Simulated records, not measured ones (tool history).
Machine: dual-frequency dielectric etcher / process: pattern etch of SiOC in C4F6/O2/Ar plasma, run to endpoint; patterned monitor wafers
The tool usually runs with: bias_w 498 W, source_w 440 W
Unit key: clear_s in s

run    hour  bias_w  source_w  wafers since the last listed run  hours since the last wet clean  hours since the last bias power generator calibration  hours since the last source power generator calibration  hours since the last upper electrode change  incoming incoming film thickness, nm  clear_s
  1       0     498       370                                 0                           334.6                                                 2387.3                                                   1369.9                                       2736.1                                 27.85      9.2
  2    65.4     498       370                              1182                             400                                                 2452.7                                                   1435.3                                       2801.5                                 28.14      9.3
      118.5  -- wet clean of the chamber
  3     119     498       520                               535                             0.5                                                 2506.3                                                   1488.9                                       2855.1                                 28.23      8.5
  4   167.6     498       520                               878                            49.1                                                 2554.9                                                   1537.5                                       2903.7                                 27.77      8.3
  5   215.1     498       520                               858                            96.6                                                 2602.4                                                     1585                                       2951.2                                 28.01      8.3
  6   277.6     498       440                              1130                           159.1                                                 2664.9                                                   1647.5                                       3013.7                                 28.41      8.9
  7   335.7     498       440                              1050                           217.2                                                   2723                                                   1705.6                                       3071.8                                 28.05      8.8
  8   375.2     498       440                               714                           256.7                                                 2762.5                                                   1745.1                                       3111.3                                 28.24      8.8
  9   425.9     413       440                               916                           307.4                                                 2813.2                                                   1795.8                                         3162                                 28.07      9.6
      471.4  -- wet clean of the chamber
 10   482.4     413       440                               587                              11                                                 2869.7                                                   1852.3                                       3218.5                                 27.99      9.7
 11   551.5     413       440                              1249                            80.1                                                 2938.8                                                   1921.4                                       3287.6                                 27.97      9.6
 12   585.8     498       440                               620                           114.4                                                 2973.1                                                   1955.7                                       3321.9                                 27.87      8.7
 13   653.7     498       440                              1227                           182.3                                                   3041                                                   2023.6                                       3389.8                                 27.96      8.7
        667  -- source power generator calibrated
 14   691.3     498       440                               607                           219.9                                                 3078.6                                                     24.3                                       3427.4                                 28.05      8.9
 15   818.3     439       350                              2296                           346.9                                                 3205.6                                                    151.3                                       3554.4                                 28.29     10.2
 16   850.6     567       350                               584                           379.2                                                 3237.9                                                    183.6                                       3586.7                                 28.54      9.1
 17   878.1     498       440                               497                           406.7                                                 3265.4                                                    211.1                                       3614.2                                 28.27      8.8
      911.2  -- wet clean of the chamber
      922.8  -- bias power generator calibrated
 18   927.4     498       370                               385                            16.2                                                    4.6                                                    260.4                                       3663.5                                 28.08      9.6
 19   963.2     498       440                               647                              52                                                   40.4                                                    296.2                                       3699.3                                  28.1        9
 20  1014.8     536       440                               933                           103.6                                                     92                                                    347.8                                       3750.9                                 28.13      8.6
 21  1056.1     414       350                               746                           144.9                                                  133.3                                                    389.1                                       3792.2                                 28.17     10.6
     1145.9  -- upper electrode replaced
 22  1146.4     383       510                              1198                           235.2                                                  223.6                                                    479.4                                          0.5                                 27.96      9.4
 23  1155.5     612       350                               164                           244.3                                                  232.7                                                    488.5                                          9.6                                 28.33      8.8
 24  1200.3     498       440                               810                           289.1                                                  277.5                                                    533.3                                         54.4                                 28.12      8.9
 25  1255.9     498       440                              1005                           344.7                                                  333.1                                                    588.9                                          110                                 28.53      8.9
     1336.6  -- wet clean of the chamber
 26  1337.1     498       500                              1034                             0.5                                                  414.3                                                    670.1                                        191.2                                  28.3      8.6
 27  1363.4     466       540                               475                            26.8                                                  440.6                                                    696.4                                        217.5                                 28.55      8.8
 28  1430.2     574       440                              1207                            93.6                                                  507.4                                                    763.2                                        284.3                                 28.32      8.4
 29  1479.4     452       380                               889                           142.8                                                  556.6                                                    812.4                                        333.5                                 28.48       10
 30    1510     429       440                               553                           173.4                                                  587.2                                                      843                                        364.1                                 28.08      9.6
 31  1550.4     555       540                               730                           213.8                                                  627.6                                                    883.4                                        404.5                                 28.41      7.9

Forecast each of these 5 alternatives for the next run:
  A  1550.8     498       440                                 7                           214.2                                                    628                                                    883.8                                        404.9                                 28.32        ?
  B  1550.8     377       440                                 7                           214.2                                                    628                                                    883.8                                        404.9                                 28.32        ?
  C  1550.8     450       360                                 7                           214.2                                                    628                                                    883.8                                        404.9                                 28.32        ?
  D  1550.8     536       400                                 7                           214.2                                                    628                                                    883.8                                        404.9                                 28.32        ?
  E  1550.8     465       550                                 7                           214.2                                                    628                                                    883.8                                        404.9                                 28.32        ?

run  clear_s
  A        9
  B     10.2
  C     10.1
  D        9
  E      8.5
Take away the tool's hidden state, keep each run's random variation, and the runs would have read:
run  clear_s
  A      9.1
  B     10.4
  C     10.3
  D      9.1
  E      8.6
